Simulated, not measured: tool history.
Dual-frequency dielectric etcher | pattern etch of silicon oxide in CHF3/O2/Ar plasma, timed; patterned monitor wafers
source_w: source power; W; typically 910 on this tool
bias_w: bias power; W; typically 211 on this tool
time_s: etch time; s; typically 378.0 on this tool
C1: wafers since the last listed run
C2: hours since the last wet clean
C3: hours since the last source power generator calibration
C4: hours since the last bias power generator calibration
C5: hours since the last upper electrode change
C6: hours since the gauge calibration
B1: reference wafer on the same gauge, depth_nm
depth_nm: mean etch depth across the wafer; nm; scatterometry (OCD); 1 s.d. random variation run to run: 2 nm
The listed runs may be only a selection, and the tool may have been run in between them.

Run 1, day 0.000: usual settings; C1 0; C2 100.7; C3 473.2; C4 2624.9; C5 1202.2; C6 1632.6; B1 947.1. Result: depth_nm 813.5 nm.
Run 2, day 2.367: usual settings; C1 310; C2 157.5; C3 530.0; C4 2681.7; C5 1259.0; C6 1689.4; B1 946.7. Result: depth_nm 814.9 nm.
Run 3, day 5.621: usual settings; C1 427; C2 235.6; C3 608.1; C4 2759.8; C5 1337.1; C6 1767.5; B1 946.5. Result: depth_nm 814.7 nm.
Run 4, day 9.804: usual settings; C1 549; C2 336.0; C3 708.5; C4 2860.2; C5 1437.5; C6 1867.9; B1 947.1. Result: depth_nm 819.2 nm.
Run 5, day 13.392: usual settings; C1 471; C2 422.1; C3 794.6; C4 2946.3; C5 1523.6; C6 1954.0; B1 946.8. Result: depth_nm 818.9 nm.
At day 18.238: wet clean of the chamber.
Run 6, day 18.258: usual settings; C1 508; C2 0.5; C3 911.4; C4 3063.1; C5 1640.4; C6 2070.8; B1 946.8. Result: depth_nm 817.0 nm.
Run 7, day 19.321: usual settings but time_s 335.0 s; C1 139; C2 26.0; C3 936.9; C4 3088.6; C5 1665.9; C6 2096.3; B1 947.3. Result: depth_nm 724.9 nm.
Run 8, day 23.538: usual settings but time_s 335.0 s; C1 554; C2 127.2; C3 1038.1; C4 3189.8; C5 1767.1; C6 2197.5; B1 947.0. Result: depth_nm 726.2 nm.
Run 9, day 26.862: usual settings; C1 436; C2 207.0; C3 1117.9; C4 3269.6; C5 1846.9; C6 2277.3; B1 947.0. Result: depth_nm 817.9 nm.
Run 10, day 30.454: usual settings but time_s 317.5 s; C1 471; C2 293.2; C3 1204.1; C4 3355.8; C5 1933.1; C6 2363.5; B1 947.1. Result: depth_nm 690.6 nm.
Run 11, day 32.646: usual settings but bias_w 252 W, time_s 413.0 s; C1 287; C2 345.8; C3 1256.7; C4 3408.4; C5 1985.7; C6 2416.1; B1 946.8. Result: depth_nm 931.1 nm.
Run 12, day 36.242: usual settings but bias_w 185 W, time_s 491.0 s; C1 472; C2 432.1; C3 1343.0; C4 3494.7; C5 2072.0; C6 2502.4; B1 947.1. Result: depth_nm 1049.8 nm.
Run 13, day 39.579: usual settings but source_w 1130 W, time_s 458.0 s; C1 438; C2 512.2; C3 1423.1; C4 3574.8; C5 2152.1; C6 2582.5; B1 947.5. Result: depth_nm 1077.5 nm.
At day 42.100: wet clean of the chamber.
Run 14, day 52.883: usual settings but bias_w 254 W; C1 1616; C2 258.8; C3 1742.4; C4 3894.1; C5 2471.4; C6 2901.8; B1 946.5. Result: depth_nm 858.5 nm.
Run 15, day 57.158: usual settings but source_w 720 W, bias_w 192 W, time_s 300.5 s; C1 561; C2 361.4; C3 1845.0; C4 3996.7; C5 2574.0; C6 3004.4; B1 947.2. Result: depth_nm 599.5 nm.
At day 58.829: gauge calibrated.
Run 16, day 60.879: usual settings but bias_w 225 W, time_s 339.5 s; C1 488; C2 450.7; C3 1934.3; C4 4086.0; C5 2663.3; C6 49.2; B1 947.1. Result: depth_nm 755.9 nm.
At day 61.688: source power generator calibrated.
Run 17, day 62.675: usual settings but source_w 1110 W, bias_w 227 W; C1 214; C2 493.8; C3 23.7; C4 4129.1; C5 2706.4; C6 92.3; B1 947.0. Result: depth_nm 887.5 nm.
At day 63.950: bias power generator calibrated.
Run 18, day 64.921: usual settings; C1 273; C2 547.7; C3 77.6; C4 23.3; C5 2760.3; C6 146.2; B1 946.7. Result: depth_nm 819.4 nm.
Run 19, day 66.850: usual settings but source_w 1020 W, time_s 473.5 s; C1 253; C2 594.0; C3 123.9; C4 69.6; C5 2806.6; C6 192.5; B1 947.4. Result: depth_nm 1068.4 nm.
At day 67.879: upper electrode replaced.
At day 68.388: wet clean of the chamber.
Run 20, day 69.512: usual settings but time_s 319.0 s; C1 151; C2 27.0; C3 187.8; C4 133.5; C5 39.2; C6 256.4; B1 947.0. Result: depth_nm 685.8 nm.
Run 21, day 72.846: usual settings but source_w 810 W; C1 437; C2 107.0; C3 267.8; C4 213.5; C5 119.2; C6 336.4; B1 947.2. Result: depth_nm 786.3 nm.
Run 22, day 75.367: usual settings but bias_w 252 W, time_s 413.0 s; C1 331; C2 167.5; C3 328.3; C4 274.0; C5 179.7; C6 396.9; B1 946.8. Result: depth_nm 920.5 nm.
Run 23, day 79.475: usual settings but bias_w 175 W; C1 539; C2 266.1; C3 426.9; C4 372.6; C5 278.3; C6 495.5; B1 946.6. Result: depth_nm 796.8 nm.
Run 24, day 82.988: usual settings but time_s 319.0 s; C1 461; C2 350.4; C3 511.2; C4 456.9; C5 362.6; C6 579.8; B1 947.1. Result: depth_nm 695.2 nm.
Run 25, day 86.225: usual settings but source_w 780 W, bias_w 260 W; C1 425; C2 428.1; C3 588.9; C4 534.6; C5 440.3; C6 657.5; B1 947.3. Result: depth_nm 815.9 nm.
Run 26, day 89.371: usual settings but source_w 1080 W, bias_w 231 W; C1 413; C2 503.6; C3 664.4; C4 610.1; C5 515.8; C6 733.0; B1 946.9. Result: depth_nm 887.0 nm.
Run 27, day 91.850: usual settings but bias_w 252 W, time_s 413.0 s; C1 325; C2 563.1; C3 723.9; C4 669.6; C5 575.3; C6 792.5; B1 946.8. Result: depth_nm 934.0 nm.
Run 28, day 95.246: usual settings; C1 446; C2 644.6; C3 805.4; C4 751.1; C5 656.8; C6 874.0; B1 947.4. Result: depth_nm 824.6 nm.

5 ways to go on from here, each from the tool as it stands after run 28. What would each give?
Run A, day 95.267: usual settings; C1 2; C2 645.1; C3 805.9; C4 751.6; C5 657.3; C6 874.5; B1 ?. Result: depth_nm ?.
Run B, day 95.267: usual settings but source_w 810 W, bias_w 177 W, time_s 332.0 s; C1 2; C2 645.1; C3 805.9; C4 751.6; C5 657.3; C6 874.5; B1 ?. Result: depth_nm ?.
Run C, day 95.267: usual settings but source_w 730 W, bias_w 189 W, time_s 325.5 s; C1 2; C2 645.1; C3 805.9; C4 751.6; C5 657.3; C6 874.5; B1 ?. Result: depth_nm ?.
Run D, day 95.267: usual settings but source_w 1030 W; C1 2; C2 645.1; C3 805.9; C4 751.6; C5 657.3; C6 874.5; B1 ?. Result: depth_nm ?.
Run E, day 95.267: usual settings but time_s 279.0 s; C1 2; C2 645.1; C3 805.9; C4 751.6; C5 657.3; C6 874.5; B1 ?. Result: depth_nm ?.

run     B1  depth_nm
  A  947.6     829.3
  B  947.6     679.0
  C  947.6     650.5
  D  947.6     865.0
  E  947.6     612.1
Had the tool no hidden state, the same runs would have come out as:
run  depth_nm
  A     812.6
  B     665.3
  C     637.4
  D     847.6
  E     599.8
